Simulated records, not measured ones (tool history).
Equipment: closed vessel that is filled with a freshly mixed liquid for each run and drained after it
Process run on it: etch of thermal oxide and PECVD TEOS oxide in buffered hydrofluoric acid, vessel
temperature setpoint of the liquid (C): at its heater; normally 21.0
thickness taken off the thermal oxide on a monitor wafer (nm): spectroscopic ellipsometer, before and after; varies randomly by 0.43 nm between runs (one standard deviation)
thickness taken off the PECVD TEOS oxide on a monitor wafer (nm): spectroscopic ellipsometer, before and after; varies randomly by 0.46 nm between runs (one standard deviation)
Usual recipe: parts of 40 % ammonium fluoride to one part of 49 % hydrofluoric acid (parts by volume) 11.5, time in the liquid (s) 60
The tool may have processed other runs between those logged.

| run | hour | temperature setpoint of the liquid (C) | parts of 40 % ammonium fluoride to one part of 49 % hydrofluoric acid (parts by volume) | time in the liquid (s) | read-back film thickness of the thermal oxide reference wafer, read on the same gauge (nm) | read-back film thickness of the PECVD TEOS oxide reference wafer, read on the same gauge (nm) | thickness taken off the thermal oxide on a monitor wafer (nm) | thickness taken off the PECVD TEOS oxide on a monitor wafer (nm) |
|---|---|---|---|---|---|---|---|---|
| 1 | 0.0 | 21.0 | 11.5 | 60 | 80.02 | 80.00 | 48.77 | 99.00 |
| 2 | 26.4 | 21.0 | 11.5 | 60 | 79.99 | 80.00 | 49.59 | 98.81 |
| 3 | 76.7 | 21.0 | 13.5 | 60 | 79.99 | 80.03 | 42.24 | 85.22 |
|  | 80.8 | thermometer replaced |
| 4 | 102.5 | 21.0 | 13.5 | 60 | 80.00 | 79.99 | 41.78 | 84.79 |
| 5 | 161.6 | 21.0 | 13.5 | 60 | 79.98 | 80.00 | 41.98 | 85.33 |
|  | 179.2 | hydrofluoric acid flow meter replaced |
| 6 | 224.4 | 20.0 | 13.0 | 60 | 80.00 | 80.02 | 43.97 | 87.32 |
| 7 | 273.4 | 20.0 | 13.0 | 60 | 79.98 | 80.00 | 43.97 | 88.01 |
| 8 | 384.5 | 20.0 | 13.0 | 60 | 80.00 | 79.97 | 44.35 | 87.96 |
| 9 | 441.1 | 25.5 | 11.5 | 60 | 80.00 | 80.01 | 67.18 | 136.42 |
| 10 | 491.6 | 25.5 | 10.0 | 40 | 79.99 | 80.01 | 48.86 | 100.48 |
| 11 | 541.6 | 19.0 | 7.5 | 80 | 80.00 | 79.99 | 93.66 | 189.29 |
| 12 | 570.1 | 21.0 | 11.5 | 60 | 80.03 | 79.97 | 52.77 | 105.37 |
|  | 594.8 | hydrofluoric acid flow meter replaced, repeated, since the last time left the tool worse |
| 13 | 623.5 | 18.0 | 15.0 | 60 | 80.00 | 80.01 | 30.86 | 62.22 |
|  | 678.2 | gauge calibrated |
| 14 | 683.3 | 18.0 | 7.5 | 70 | 80.02 | 79.99 | 68.84 | 141.87 |
| 15 | 752.6 | 17.5 | 15.0 | 60 | 80.00 | 79.99 | 29.73 | 60.15 |
| 16 | 792.1 | 21.0 | 15.0 | 60 | 79.99 | 80.00 | 36.44 | 73.82 |
| 17 | 848.5 | 21.0 | 11.5 | 60 | 80.00 | 80.00 | 47.89 | 96.70 |
| 18 | 881.4 | 22.5 | 7.0 | 60 | 80.01 | 80.01 | 83.61 | 166.74 |
| 19 | 910.6 | 21.0 | 13.5 | 60 | 79.99 | 79.98 | 41.59 | 81.91 |

For run 20, what comes out?
|  | 939.6 | thermometer replaced |
| 20 | 955.7 | 18.0 | 11.5 | 75 | ? | ? | ? | ? |

read-back film thickness of the thermal oxide reference wafer, read on the same gauge (nm): 80.02
read-back film thickness of the PECVD TEOS oxide reference wafer, read on the same gauge (nm): 80.02
thickness taken off the thermal oxide on a monitor wafer (nm): 50.15
thickness taken off the PECVD TEOS oxide on a monitor wafer (nm): 102.57
Had the tool carried no hidden state, the very same run would have given thickness taken off the thermal oxide on a monitor wafer (nm) 48.69, thickness taken off the PECVD TEOS oxide on a monitor wafer (nm) 99.60.

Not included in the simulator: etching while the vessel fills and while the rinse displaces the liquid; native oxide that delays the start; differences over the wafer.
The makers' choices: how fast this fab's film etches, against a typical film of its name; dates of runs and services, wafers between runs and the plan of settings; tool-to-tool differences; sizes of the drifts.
